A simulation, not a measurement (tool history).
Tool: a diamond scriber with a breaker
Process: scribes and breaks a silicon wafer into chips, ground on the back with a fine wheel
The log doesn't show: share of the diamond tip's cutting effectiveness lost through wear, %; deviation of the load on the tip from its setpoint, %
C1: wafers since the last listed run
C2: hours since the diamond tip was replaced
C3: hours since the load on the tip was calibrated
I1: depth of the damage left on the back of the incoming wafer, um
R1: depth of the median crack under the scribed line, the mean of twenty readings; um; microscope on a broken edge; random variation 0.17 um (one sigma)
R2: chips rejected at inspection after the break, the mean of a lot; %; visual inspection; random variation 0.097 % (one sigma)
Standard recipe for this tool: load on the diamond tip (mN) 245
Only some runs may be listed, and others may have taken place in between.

{"run": 1, "day": 0.0, "load on the diamond tip (mN)": 245, "C1": 0, "C2": 802.4, "C3": 840.6, "I1": 1.73, "R1": 7.98, "R2": 5.44}
{"run": 2, "day": 2.133, "load on the diamond tip (mN)": 245, "C1": 350, "C2": 853.6, "C3": 891.8, "I1": 1.95, "R1": 7.72, "R2": 5.8}
{"run": 3, "day": 4.862, "load on the diamond tip (mN)": 245, "C1": 448, "C2": 919.1, "C3": 957.3, "I1": 1.55, "R1": 7.89, "R2": 6.01}
{"run": 4, "day": 6.471, "load on the diamond tip (mN)": 245, "C1": 264, "C2": 957.7, "C3": 995.9, "I1": 1.68, "R1": 7.51, "R2": 6.79}
{"run": 5, "day": 8.454, "load on the diamond tip (mN)": 245, "C1": 325, "C2": 1005.3, "C3": 1043.5, "I1": 2.87, "R1": 7.57, "R2": 10.6}
{"run": 6, "day": 10.296, "load on the diamond tip (mN)": 245, "C1": 302, "C2": 1049.5, "C3": 1087.7, "I1": 2.97, "R1": 7.69, "R2": 11.68}
{"day": 14.388, "done": "diamond tip replaced by a new one"}
{"run": 7, "day": 22.2, "load on the diamond tip (mN)": 304, "C1": 1942, "C2": 187.5, "C3": 1373.4, "I1": 2.99, "R1": 9.03, "R2": 4.61}
{"run": 8, "day": 25.442, "load on the diamond tip (mN)": 304, "C1": 532, "C2": 265.3, "C3": 1451.2, "I1": 1.62, "R1": 8.96, "R2": 2.06}
{"run": 9, "day": 27.304, "load on the diamond tip (mN)": 304, "C1": 305, "C2": 310, "C3": 1495.9, "I1": 2.1, "R1": 8.76, "R2": 2.54}
{"run": 10, "day": 29.933, "load on the diamond tip (mN)": 192, "C1": 431, "C2": 373.1, "C3": 1559, "I1": 2.91, "R1": 6.16, "R2": 29.99}
{"run": 11, "day": 32.688, "load on the diamond tip (mN)": 192, "C1": 452, "C2": 439.2, "C3": 1625.1, "I1": 1.58, "R1": 6.02, "R2": 27.94}
{"run": 12, "day": 35.104, "load on the diamond tip (mN)": 192, "C1": 397, "C2": 497.2, "C3": 1683.1, "I1": 2.41, "R1": 5.98, "R2": 34.35}
{"run": 13, "day": 37.362, "load on the diamond tip (mN)": 278, "C1": 371, "C2": 551.4, "C3": 1737.3, "I1": 1.54, "R1": 7.84, "R2": 4.4}
{"run": 14, "day": 41.762, "load on the diamond tip (mN)": 278, "C1": 722, "C2": 657, "C3": 1842.9, "I1": 2.27, "R1": 7.63, "R2": 6.93}
{"day": 43.925, "done": "load on the tip recalibrated"}
{"run": 15, "day": 44.033, "load on the diamond tip (mN)": 278, "C1": 359, "C2": 711.5, "C3": 2.6, "I1": 3, "R1": 9.07, "R2": 4.65}
{"run": 16, "day": 46.571, "load on the diamond tip (mN)": 210, "C1": 416, "C2": 772.4, "C3": 63.5, "I1": 2.4, "R1": 7.39, "R2": 14.43}
{"run": 17, "day": 50.462, "load on the diamond tip (mN)": 192, "C1": 639, "C2": 865.8, "C3": 156.9, "I1": 2.34, "R1": 6.48, "R2": 22.95}
{"run": 18, "day": 54.092, "load on the diamond tip (mN)": 298, "C1": 596, "C2": 952.9, "C3": 244, "I1": 1.6, "R1": 9.22, "R2": 2.19}
{"day": 54.662, "done": "diamond tip replaced by a new one"}
{"run": 19, "day": 56.496, "load on the diamond tip (mN)": 245, "C1": 381, "C2": 44, "C3": 301.7, "I1": 2.71, "R1": 8.64, "R2": 4.37}
{"run": 20, "day": 59.104, "load on the diamond tip (mN)": 245, "C1": 428, "C2": 106.6, "C3": 364.3, "I1": 2.73, "R1": 8.18, "R2": 4.5}
{"run": 21, "day": 61.308, "load on the diamond tip (mN)": 245, "C1": 362, "C2": 159.5, "C3": 417.2, "I1": 2.51, "R1": 8.46, "R2": 3.94}
{"run": 22, "day": 63.55, "load on the diamond tip (mN)": 245, "C1": 368, "C2": 213.3, "C3": 471, "I1": 2.97, "R1": 8.55, "R2": 5.67}
{"run": 23, "day": 67.412, "load on the diamond tip (mN)": 271, "C1": 634, "C2": 306, "C3": 563.7, "I1": 1.53, "R1": 8.61, "R2": 1.77}
{"run": 24, "day": 71.146, "load on the diamond tip (mN)": 185, "C1": 613, "C2": 395.6, "C3": 653.3, "I1": 2.04, "R1": 6.61, "R2": 22.62}
{"run": 25, "day": 75.042, "load on the diamond tip (mN)": 315, "C1": 640, "C2": 489.1, "C3": 746.8, "I1": 2.96, "R1": 9.69, "R2": 5.99}
{"run": 26, "day": 76.571, "load on the diamond tip (mN)": 304, "C1": 251, "C2": 525.8, "C3": 783.5, "I1": 1.95, "R1": 9.53, "R2": 3.26}
{"run": 27, "day": 79.583, "load on the diamond tip (mN)": 207, "C1": 494, "C2": 598.1, "C3": 855.8, "I1": 2.22, "R1": 6.94, "R2": 15.52}
{"run": 28, "day": 90.408, "load on the diamond tip (mN)": 283, "C1": 1778, "C2": 857.9, "C3": 1115.6, "I1": 1.58, "R1": 8.57, "R2": 2.13}
{"run": 29, "day": 93.062, "load on the diamond tip (mN)": 180, "C1": 436, "C2": 921.6, "C3": 1179.3, "I1": 1.87, "R1": 5.56, "R2": 36.07}
{"day": 94.196, "done": "diamond tip replaced by a new one"}
{"run": 30, "day": 94.75, "load on the diamond tip (mN)": 280, "C1": 263, "C2": 13.3, "C3": 1219.8, "I1": 2.26, "R1": 9.17, "R2": 2.74}
{"run": 31, "day": 99.0, "load on the diamond tip (mN)": 186, "C1": 698, "C2": 115.3, "C3": 1321.8, "I1": 2.94, "R1": 6.55, "R2": 26.55}

Forecast each of these 3 alternatives for the next run:
{"run": "A", "day": 99.021, "load on the diamond tip (mN)": 245, "C1": 3, "C2": 115.8, "C3": 1322.3, "I1": 2.5, "R1": "?", "R2": "?"}
{"run": "B", "day": 99.021, "load on the diamond tip (mN)": 225, "C1": 3, "C2": 115.8, "C3": 1322.3, "I1": 2.5, "R1": "?", "R2": "?"}
{"run": "C", "day": 99.021, "load on the diamond tip (mN)": 316, "C1": 3, "C2": 115.8, "C3": 1322.3, "I1": 2.5, "R1": "?", "R2": "?"}

run=A R1=8.1 R2=6.36
run=B R1=7.58 R2=10.77
run=C R1=9.85 R2=4.78
With no hidden state in the tool, these same runs would have given:
run=A R1=8.99 R2=3.33
run=B R1=8.4 R2=4.75
run=C R1=10.92 R2=10.76

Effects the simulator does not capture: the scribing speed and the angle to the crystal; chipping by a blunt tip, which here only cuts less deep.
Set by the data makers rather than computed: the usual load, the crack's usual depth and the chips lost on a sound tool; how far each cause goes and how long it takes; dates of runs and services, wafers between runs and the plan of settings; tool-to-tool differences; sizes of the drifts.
